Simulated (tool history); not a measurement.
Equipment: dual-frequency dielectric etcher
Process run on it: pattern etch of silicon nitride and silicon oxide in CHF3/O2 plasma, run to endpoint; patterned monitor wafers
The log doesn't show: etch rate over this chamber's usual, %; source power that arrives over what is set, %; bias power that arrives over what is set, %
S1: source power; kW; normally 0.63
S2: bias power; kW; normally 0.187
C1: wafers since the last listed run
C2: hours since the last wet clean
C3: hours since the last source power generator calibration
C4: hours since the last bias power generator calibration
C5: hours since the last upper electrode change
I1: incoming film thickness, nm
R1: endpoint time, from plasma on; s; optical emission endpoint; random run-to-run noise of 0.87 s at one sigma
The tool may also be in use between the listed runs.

| run | hour | S1 | S2 | C1 | C2 | C3 | C4 | C5 | I1 | R1 |
|---|---|---|---|---|---|---|---|---|---|---|
| 1 | 0 | 0.71 | 0.187 | 0 | 496 | 1509.4 | 1344 | 3702.5 | 226.9 | 161 |
| 2 | 88.7 | 0.63 | 0.187 | 547 | 584.7 | 1598.1 | 1432.7 | 3791.2 | 226.2 | 171.2 |
|  | 162.5 | wet clean of the chamber |
| 3 | 181.1 | 0.63 | 0.187 | 422 | 18.6 | 1690.5 | 1525.1 | 3883.6 | 227.3 | 162.9 |
| 4 | 243.8 | 0.63 | 0.187 | 386 | 81.3 | 1753.2 | 1587.8 | 3946.3 | 229.1 | 163.9 |
| 5 | 283.2 | 0.59 | 0.162 | 243 | 120.7 | 1792.6 | 1627.2 | 3985.7 | 226.9 | 180.2 |
| 6 | 348.9 | 0.59 | 0.162 | 405 | 186.4 | 1858.3 | 1692.9 | 4051.4 | 225.9 | 180.9 |
| 7 | 404.6 | 0.63 | 0.167 | 343 | 242.1 | 1914 | 1748.6 | 4107.1 | 227.2 | 176.3 |
| 8 | 507.6 | 0.63 | 0.167 | 635 | 345.1 | 2017 | 1851.6 | 4210.1 | 227.4 | 175.7 |
| 9 | 566.3 | 0.63 | 0.167 | 362 | 403.8 | 2075.7 | 1910.3 | 4268.8 | 227.2 | 179.4 |
| 10 | 626.2 | 0.63 | 0.187 | 369 | 463.7 | 2135.6 | 1970.2 | 4328.7 | 229 | 172.3 |
| 11 | 663.2 | 0.63 | 0.176 | 228 | 500.7 | 2172.6 | 2007.2 | 4365.7 | 226.5 | 175.1 |
|  | 715.3 | wet clean of the chamber |
| 12 | 715.8 | 0.63 | 0.187 | 176 | 0.5 | 2225.2 | 2059.8 | 4418.3 | 223.9 | 161.2 |
| 13 | 843.9 | 0.63 | 0.187 | 790 | 128.6 | 2353.3 | 2187.9 | 4546.4 | 225.8 | 165 |
| 14 | 899.8 | 0.63 | 0.187 | 344 | 184.5 | 2409.2 | 2243.8 | 4602.3 | 228.9 | 168.8 |
| 15 | 992.5 | 0.63 | 0.187 | 571 | 277.2 | 2501.9 | 2336.5 | 4695 | 226.3 | 168.4 |
|  | 1099.4 | upper electrode replaced |
| 16 | 1099.9 | 0.54 | 0.166 | 514 | 384.6 | 2609.3 | 2443.9 | 0.5 | 228.2 | 192.5 |
| 17 | 1163.5 | 0.7 | 0.15 | 392 | 448.2 | 2672.9 | 2507.5 | 64.1 | 227 | 183.7 |
|  | 1167.9 | source power generator calibrated |
| 18 | 1243.2 | 0.63 | 0.187 | 467 | 527.9 | 75.3 | 2587.2 | 143.8 | 228.2 | 173.8 |
|  | 1250 | bias power generator calibrated |
| 19 | 1303.6 | 0.63 | 0.187 | 347 | 588.3 | 135.7 | 53.6 | 204.2 | 226.7 | 168 |
|  | 1360.6 | wet clean of the chamber |
| 20 | 1361.1 | 0.76 | 0.158 | 206 | 0.5 | 193.2 | 111.1 | 261.7 | 227.4 | 166.2 |
| 21 | 1454.6 | 0.67 | 0.208 | 576 | 94 | 286.7 | 204.6 | 355.2 | 228.6 | 151.2 |
| 22 | 1520.4 | 0.63 | 0.187 | 405 | 159.8 | 352.5 | 270.4 | 421 | 226.5 | 161.6 |
| 23 | 1587.5 | 0.67 | 0.157 | 413 | 226.9 | 419.6 | 337.5 | 488.1 | 224.7 | 173.8 |
| 24 | 1684.5 | 0.51 | 0.202 | 598 | 323.9 | 516.6 | 434.5 | 585.1 | 228.3 | 170 |
| 25 | 1747.5 | 0.75 | 0.149 | 388 | 386.9 | 579.6 | 497.5 | 648.1 | 227.2 | 175 |
| 26 | 1822.8 | 0.63 | 0.209 | 464 | 462.2 | 654.9 | 572.8 | 723.4 | 225.7 | 157.7 |
| 27 | 1859.6 | 0.48 | 0.227 | 227 | 499 | 691.7 | 609.6 | 760.2 | 226 | 163.1 |
|  | 1945.6 | wet clean of the chamber |
| 28 | 1946.1 | 0.5 | 0.157 | 385 | 0.5 | 778.2 | 696.1 | 846.7 | 227.7 | 190.9 |
| 29 | 2176.8 | 0.74 | 0.227 | 1423 | 231.2 | 1008.9 | 926.8 | 1077.4 | 228.1 | 142.5 |
| 30 | 2247.3 | 0.63 | 0.187 | 434 | 301.7 | 1079.4 | 997.3 | 1147.9 | 226.7 | 164.3 |
| 31 | 2335.3 | 0.77 | 0.233 | 542 | 389.7 | 1167.4 | 1085.3 | 1235.9 | 228.6 | 138.2 |
| 32 | 2423.2 | 0.63 | 0.187 | 542 | 477.6 | 1255.3 | 1173.2 | 1323.8 | 228.1 | 167.6 |
| 33 | 2496.5 | 0.52 | 0.227 | 452 | 550.9 | 1328.6 | 1246.5 | 1397.1 | 228.2 | 163.8 |
| 34 | 2536.8 | 0.48 | 0.151 | 248 | 591.2 | 1368.9 | 1286.8 | 1437.4 | 229.4 | 210.7 |
|  | 2606.7 | wet clean of the chamber |
| 35 | 2607.2 | 0.63 | 0.187 | 286 | 0.5 | 1439.3 | 1357.2 | 1507.8 | 226.3 | 161.6 |

What if the next run were any one of these 4? Each begins from the tool's condition after run 35:
| A | 2607.7 | 0.63 | 0.187 | 3 | 1 | 1439.8 | 1357.7 | 1508.3 | 231 | ? |
| B | 2607.7 | 0.58 | 0.142 | 3 | 1 | 1439.8 | 1357.7 | 1508.3 | 231 | ? |
| C | 2607.7 | 0.52 | 0.168 | 3 | 1 | 1439.8 | 1357.7 | 1508.3 | 231 | ? |
| D | 2607.7 | 0.63 | 0.165 | 3 | 1 | 1439.8 | 1357.7 | 1508.3 | 231 | ? |

| run | R1 |
|---|---|
| A | 164.3 |
| B | 196.4 |
| C | 185.5 |
| D | 175.6 |
Without the tool's hidden state the same runs would have given:
| run | R1 |
|---|---|
| A | 163 |
| B | 195 |
| C | 184 |
| D | 174.3 |

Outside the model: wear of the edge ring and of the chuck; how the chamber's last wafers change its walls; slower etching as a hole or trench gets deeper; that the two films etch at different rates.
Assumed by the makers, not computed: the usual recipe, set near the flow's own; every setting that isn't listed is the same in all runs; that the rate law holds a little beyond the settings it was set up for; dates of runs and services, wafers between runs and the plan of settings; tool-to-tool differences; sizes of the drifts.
